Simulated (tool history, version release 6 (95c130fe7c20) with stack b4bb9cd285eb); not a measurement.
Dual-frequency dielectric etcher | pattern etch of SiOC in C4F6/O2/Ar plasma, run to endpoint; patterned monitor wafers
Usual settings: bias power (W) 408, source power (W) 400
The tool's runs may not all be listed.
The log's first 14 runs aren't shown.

run,day,bias power (W),source power (W),wafers since the last listed run,hours since the last wet clean,hours since the last bias power generator calibration,hours since the last source power generator calibration,hours since the last upper electrode change,"incoming incoming film thickness, nm",endpoint time (s)
15,47.396,364,480,558,40.4,3941.7,1079.7,3761.3,44.65,16.3
16,50.342,364,480,990,111.1,4012.4,1150.4,3832,44.91,16.3
17,54.008,408,320,1232,199.1,4100.4,1238.4,3920,45.27,18.6
18,56.696,359,450,903,263.6,4164.9,1302.9,3984.5,45.13,16.9
# day 60.304: bias power generator calibrated
19,60.875,462,360,1348,363.9,13.7,1403.2,4084.8,45.14,16.5
20,63.825,313,480,991,434.7,84.5,1474,4155.6,44.58,17.8
21,66.796,437,400,998,506,155.8,1545.3,4226.9,44.38,15.9
22,70.254,335,400,1162,589,238.8,1628.3,4309.9,45.66,18.9
# day 70.671: source power generator calibrated
# day 78.358: upper electrode replaced
# day 79.296: wet clean of the chamber
23,79.317,462,360,2338,0.5,456.3,207.5,23,44.71,16.3
24,90.942,478,440,3907,279.5,735.3,486.5,302,45.27,14.8
25,94.917,408,400,1336,374.9,830.7,581.9,397.4,44.9,16.5
26,101.467,408,400,2201,532.1,987.9,739.1,554.6,45.09,16.7
27,105.246,336,400,1270,622.8,1078.6,829.8,645.3,45.01,18.6
# day 108.158: wet clean of the chamber
28,108.179,334,490,649,0.5,1149,900.2,715.7,44.81,17.1
29,110.733,333,320,858,61.8,1210.3,961.5,777,44.99,20.7
30,112.692,408,490,658,108.8,1257.3,1008.5,824,45.22,15.4
31,119.738,408,400,2368,277.9,1426.4,1177.6,993.1,45.36,17
32,122.054,408,500,778,333.5,1482,1233.2,1048.7,44.78,15
33,126.154,329,400,1378,431.9,1580.4,1331.6,1147.1,45.3,19.1
34,128.762,454,310,876,494.5,1643,1394.2,1209.7,44.83,17.6
35,132.842,364,400,1371,592.4,1740.9,1492.1,1307.6,45.19,17.9
36,137.021,442,460,1404,692.7,1841.2,1592.4,1407.9,45.22,15

Forecast each of these 3 alternatives for the next run:
A,137.038,408,400,5,693.1,1841.6,1592.8,1408.3,45.09,?
B,137.038,482,360,5,693.1,1841.6,1592.8,1408.3,45.09,?
C,137.038,355,400,5,693.1,1841.6,1592.8,1408.3,45.09,?

run,endpoint time (s)
A,16.5
B,15.9
C,17.9
Without the tool's hidden state the same runs would have given:
run,endpoint time (s)
A,16.5
B,15.9
C,17.9
